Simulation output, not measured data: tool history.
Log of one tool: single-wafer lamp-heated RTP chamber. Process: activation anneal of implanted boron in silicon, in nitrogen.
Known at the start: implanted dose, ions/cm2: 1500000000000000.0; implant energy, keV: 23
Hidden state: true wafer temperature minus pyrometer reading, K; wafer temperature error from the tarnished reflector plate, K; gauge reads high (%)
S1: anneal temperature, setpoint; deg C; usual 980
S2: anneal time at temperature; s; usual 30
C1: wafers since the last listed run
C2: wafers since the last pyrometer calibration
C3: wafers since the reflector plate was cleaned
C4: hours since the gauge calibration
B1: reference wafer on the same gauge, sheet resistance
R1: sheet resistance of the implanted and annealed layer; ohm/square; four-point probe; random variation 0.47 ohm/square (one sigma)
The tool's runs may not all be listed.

{"run": 1, "hour": 0.0, "S1": 980, "S2": 30, "C1": 0, "C2": 4, "C3": 2807, "C4": 153.1, "B1": 71.78, "R1": 82.72}
{"run": 2, "hour": 16.4, "S1": 980, "S2": 30, "C1": 282, "C2": 286, "C3": 3089, "C4": 169.5, "B1": 71.71, "R1": 82.57}
{"hour": 40.4, "done": "reflector plate cleaned"}
{"run": 3, "hour": 40.9, "S1": 980, "S2": 30, "C1": 283, "C2": 570, "C3": 7, "C4": 194, "B1": 71.85, "R1": 84.87}
{"run": 4, "hour": 41.6, "S1": 956, "S2": 30, "C1": 12, "C2": 582, "C3": 19, "C4": 194.7, "B1": 71.74, "R1": 100.36}
{"run": 5, "hour": 50.8, "S1": 980, "S2": 18, "C1": 158, "C2": 740, "C3": 178, "C4": 203.9, "B1": 71.62, "R1": 87.26}
{"run": 6, "hour": 63.7, "S1": 980, "S2": 30, "C1": 221, "C2": 962, "C3": 400, "C4": 216.8, "B1": 71.84, "R1": 84.3}
{"run": 7, "hour": 71.7, "S1": 980, "S2": 30, "C1": 137, "C2": 1099, "C3": 537, "C4": 224.8, "B1": 71.89, "R1": 84.91}
{"run": 8, "hour": 85.6, "S1": 980, "S2": 30, "C1": 239, "C2": 1338, "C3": 776, "C4": 238.7, "B1": 71.93, "R1": 85.1}
{"run": 9, "hour": 101.6, "S1": 980, "S2": 30, "C1": 275, "C2": 1614, "C3": 1051, "C4": 254.7, "B1": 71.87, "R1": 85.29}
{"run": 10, "hour": 112.9, "S1": 992, "S2": 30, "C1": 194, "C2": 1808, "C3": 1246, "C4": 266, "B1": 71.83, "R1": 80.3}
{"run": 11, "hour": 125.4, "S1": 966, "S2": 30, "C1": 214, "C2": 2023, "C3": 1460, "C4": 278.5, "B1": 71.66, "R1": 91.71}
{"run": 12, "hour": 135.4, "S1": 996, "S2": 30, "C1": 171, "C2": 2195, "C3": 1632, "C4": 288.5, "B1": 71.73, "R1": 78.98}
{"run": 13, "hour": 149.2, "S1": 996, "S2": 26, "C1": 237, "C2": 2432, "C3": 1870, "C4": 302.3, "B1": 71.94, "R1": 79.87}
{"run": 14, "hour": 167.0, "S1": 980, "S2": 37, "C1": 306, "C2": 2738, "C3": 2176, "C4": 320.1, "B1": 71.75, "R1": 82.28}
{"run": 15, "hour": 182.5, "S1": 968, "S2": 30, "C1": 266, "C2": 3005, "C3": 2442, "C4": 335.6, "B1": 71.78, "R1": 89.89}
{"run": 16, "hour": 192.5, "S1": 992, "S2": 15, "C1": 171, "C2": 3177, "C3": 2614, "C4": 345.6, "B1": 71.78, "R1": 82.04}
{"hour": 196.9, "done": "gauge calibrated"}
{"run": 17, "hour": 210.4, "S1": 957, "S2": 16, "C1": 307, "C2": 3485, "C3": 2922, "C4": 13.5, "B1": 71.82, "R1": 104.5}
{"hour": 234.9, "done": "pyrometer window cleaned and pyrometer calibrated"}
{"run": 18, "hour": 235.4, "S1": 980, "S2": 16, "C1": 292, "C2": 9, "C3": 3214, "C4": 38.5, "B1": 71.64, "R1": 85.8}
{"run": 19, "hour": 235.7, "S1": 960, "S2": 43, "C1": 5, "C2": 14, "C3": 3220, "C4": 38.8, "B1": 71.72, "R1": 90.91}
{"run": 20, "hour": 241.9, "S1": 980, "S2": 30, "C1": 106, "C2": 121, "C3": 3326, "C4": 45, "B1": 71.68, "R1": 81.9}
{"hour": 255.3, "done": "reflector plate cleaned"}
{"run": 21, "hour": 255.8, "S1": 992, "S2": 22, "C1": 101, "C2": 222, "C3": 9, "C4": 58.9, "B1": 71.63, "R1": 81.57}
{"run": 22, "hour": 264.3, "S1": 980, "S2": 30, "C1": 146, "C2": 368, "C3": 155, "C4": 67.4, "B1": 71.94, "R1": 84.9}
{"run": 23, "hour": 278.9, "S1": 1003, "S2": 39, "C1": 251, "C2": 619, "C3": 406, "C4": 82, "B1": 71.9, "R1": 77.53}
{"run": 24, "hour": 288.6, "S1": 980, "S2": 30, "C1": 166, "C2": 786, "C3": 573, "C4": 91.7, "B1": 71.81, "R1": 84.78}
{"run": 25, "hour": 295.1, "S1": 980, "S2": 30, "C1": 111, "C2": 898, "C3": 684, "C4": 98.2, "B1": 71.79, "R1": 85.09}
{"run": 26, "hour": 312.6, "S1": 1000, "S2": 18, "C1": 300, "C2": 1199, "C3": 985, "C4": 115.7, "B1": 71.67, "R1": 80.29}
{"run": 27, "hour": 328.7, "S1": 961, "S2": 45, "C1": 276, "C2": 1476, "C3": 1262, "C4": 131.8, "B1": 71.82, "R1": 92.81}
{"run": 28, "hour": 339.5, "S1": 1002, "S2": 41, "C1": 185, "C2": 1661, "C3": 1448, "C4": 142.6, "B1": 71.96, "R1": 76.6}
{"run": 29, "hour": 350.0, "S1": 995, "S2": 15, "C1": 180, "C2": 1842, "C3": 1629, "C4": 153.1, "B1": 71.77, "R1": 81.49}

3 ways to go on from here, each from the tool as it stands after run 29. What would each give?
{"run": "A", "hour": 350.4, "S1": 951, "S2": 30, "C1": 6, "C2": 1849, "C3": 1635, "C4": 153.5, "B1": "?", "R1": "?"}
{"run": "B", "hour": 350.4, "S1": 993, "S2": 30, "C1": 6, "C2": 1849, "C3": 1635, "C4": 153.5, "B1": "?", "R1": "?"}
{"run": "C", "hour": 350.4, "S1": 1007, "S2": 14, "C1": 6, "C2": 1849, "C3": 1635, "C4": 153.5, "B1": "?", "R1": "?"}

run=A B1=71.89 R1=105.29
run=B B1=71.89 R1=79.6
run=C B1=71.89 R1=78.21
Without the tool's hidden state the same runs would have given:
run=A R1=107.25
run=B R1=80.11
run=C R1=78.6
